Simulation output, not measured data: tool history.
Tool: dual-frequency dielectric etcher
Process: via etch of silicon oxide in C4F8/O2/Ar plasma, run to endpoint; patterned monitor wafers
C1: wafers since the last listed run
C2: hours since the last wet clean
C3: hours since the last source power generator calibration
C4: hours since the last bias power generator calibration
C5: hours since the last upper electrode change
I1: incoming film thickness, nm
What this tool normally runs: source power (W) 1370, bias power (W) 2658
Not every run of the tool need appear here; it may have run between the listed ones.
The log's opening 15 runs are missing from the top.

run 16 day=19.079 | source_power_(W)=1470 bias_power_(W)=2658 | C1=124 C2=288.9 C3=3268.6 C4=4820.8 C5=5859.8 | I1=1212.5 | endpoint_time_(s)=237
-- day=19.362 bias power generator calibrated
run 17 day=19.604 | source_power_(W)=1650 bias_power_(W)=2951 | C1=35 C2=301.5 C3=3281.2 C4=5.8 C5=5872.4 | I1=1213.7 | endpoint_time_(s)=220.9
-- day=20.162 source power generator calibrated
run 18 day=20.867 | source_power_(W)=1370 bias_power_(W)=2658 | C1=109 C2=331.8 C3=16.9 C4=36.1 C5=5902.7 | I1=1206.4 | endpoint_time_(s)=244.6
run 19 day=21.942 | source_power_(W)=1620 bias_power_(W)=2125 | C1=107 C2=357.6 C3=42.7 C4=61.9 C5=5928.5 | I1=1217 | endpoint_time_(s)=238.2
run 20 day=22.675 | source_power_(W)=1030 bias_power_(W)=2918 | C1=73 C2=375.2 C3=60.3 C4=79.5 C5=5946.1 | I1=1205.2 | endpoint_time_(s)=272.9
run 21 day=23.404 | source_power_(W)=1280 bias_power_(W)=2658 | C1=72 C2=392.7 C3=77.8 C4=97 C5=5963.6 | I1=1203 | endpoint_time_(s)=251.7
run 22 day=24.546 | source_power_(W)=1370 bias_power_(W)=2999 | C1=113 C2=420.1 C3=105.2 C4=124.4 C5=5991 | I1=1211.5 | endpoint_time_(s)=239.5
run 23 day=26.004 | source_power_(W)=1370 bias_power_(W)=3154 | C1=145 C2=455.1 C3=140.2 C4=159.4 C5=6026 | I1=1206.6 | endpoint_time_(s)=237.9
-- day=28.258 upper electrode replaced
run 24 day=28.279 | source_power_(W)=1600 bias_power_(W)=2658 | C1=127 C2=509.7 C3=194.8 C4=214 C5=0.5 | I1=1206.2 | endpoint_time_(s)=230.3
-- day=29.583 wet clean of the chamber
run 25 day=31.879 | source_power_(W)=1370 bias_power_(W)=2999 | C1=259 C2=55.1 C3=281.2 C4=300.4 C5=86.9 | I1=1201.6 | endpoint_time_(s)=233.4
run 26 day=32.933 | source_power_(W)=1370 bias_power_(W)=2658 | C1=105 C2=80.4 C3=306.5 C4=325.7 C5=112.2 | I1=1192.7 | endpoint_time_(s)=237.4
run 27 day=34.046 | source_power_(W)=1030 bias_power_(W)=2141 | C1=110 C2=107.1 C3=333.2 C4=352.4 C5=138.9 | I1=1216.6 | endpoint_time_(s)=288.1
run 28 day=35.229 | source_power_(W)=1120 bias_power_(W)=3132 | C1=117 C2=135.5 C3=361.6 C4=380.8 C5=167.3 | I1=1206.5 | endpoint_time_(s)=255.6
run 29 day=35.796 | source_power_(W)=1370 bias_power_(W)=2658 | C1=56 C2=149.1 C3=375.2 C4=394.4 C5=180.9 | I1=1209.3 | endpoint_time_(s)=242
run 30 day=36.417 | source_power_(W)=1100 bias_power_(W)=2976 | C1=61 C2=164 C3=390.1 C4=409.3 C5=195.8 | I1=1208.4 | endpoint_time_(s)=261.6
run 31 day=37.042 | source_power_(W)=1370 bias_power_(W)=2658 | C1=62 C2=179 C3=405.1 C4=424.3 C5=210.8 | I1=1213.3 | endpoint_time_(s)=243.9
run 32 day=37.908 | source_power_(W)=1370 bias_power_(W)=2658 | C1=86 C2=199.8 C3=425.9 C4=445.1 C5=231.6 | I1=1204 | endpoint_time_(s)=241.8
run 33 day=38.804 | source_power_(W)=1510 bias_power_(W)=2658 | C1=89 C2=221.3 C3=447.4 C4=466.6 C5=253.1 | I1=1201.6 | endpoint_time_(s)=233.3
run 34 day=39.746 | source_power_(W)=1210 bias_power_(W)=2246 | C1=93 C2=243.9 C3=470 C4=489.2 C5=275.7 | I1=1198.1 | endpoint_time_(s)=262.4
run 35 day=40.346 | source_power_(W)=1120 bias_power_(W)=3068 | C1=59 C2=258.3 C3=484.4 C4=503.6 C5=290.1 | I1=1201.4 | endpoint_time_(s)=256.6

Predict each of these 4 candidate next runs independently; none follows another, all start after run 35:
run A day=40.367 | source_power_(W)=1030 bias_power_(W)=2658 | C1=2 C2=258.8 C3=484.9 C4=504.1 C5=290.6 | I1=1211.6 | endpoint_time_(s)=?
run B day=40.367 | source_power_(W)=1240 bias_power_(W)=2446 | C1=2 C2=258.8 C3=484.9 C4=504.1 C5=290.6 | I1=1211.6 | endpoint_time_(s)=?
run C day=40.367 | source_power_(W)=1370 bias_power_(W)=2896 | C1=2 C2=258.8 C3=484.9 C4=504.1 C5=290.6 | I1=1211.6 | endpoint_time_(s)=?
run D day=40.367 | source_power_(W)=1250 bias_power_(W)=2418 | C1=2 C2=258.8 C3=484.9 C4=504.1 C5=290.6 | I1=1211.6 | endpoint_time_(s)=?

run=A endpoint_time_(s)=278.9
run=B endpoint_time_(s)=260.5
run=C endpoint_time_(s)=241.1
run=D endpoint_time_(s)=260.1
The same runs, with their run-to-run variation unchanged, on a tool lacking any hidden condition would have given:
run=A endpoint_time_(s)=274.3
run=B endpoint_time_(s)=256.1
run=C endpoint_time_(s)=237
run=D endpoint_time_(s)=255.7
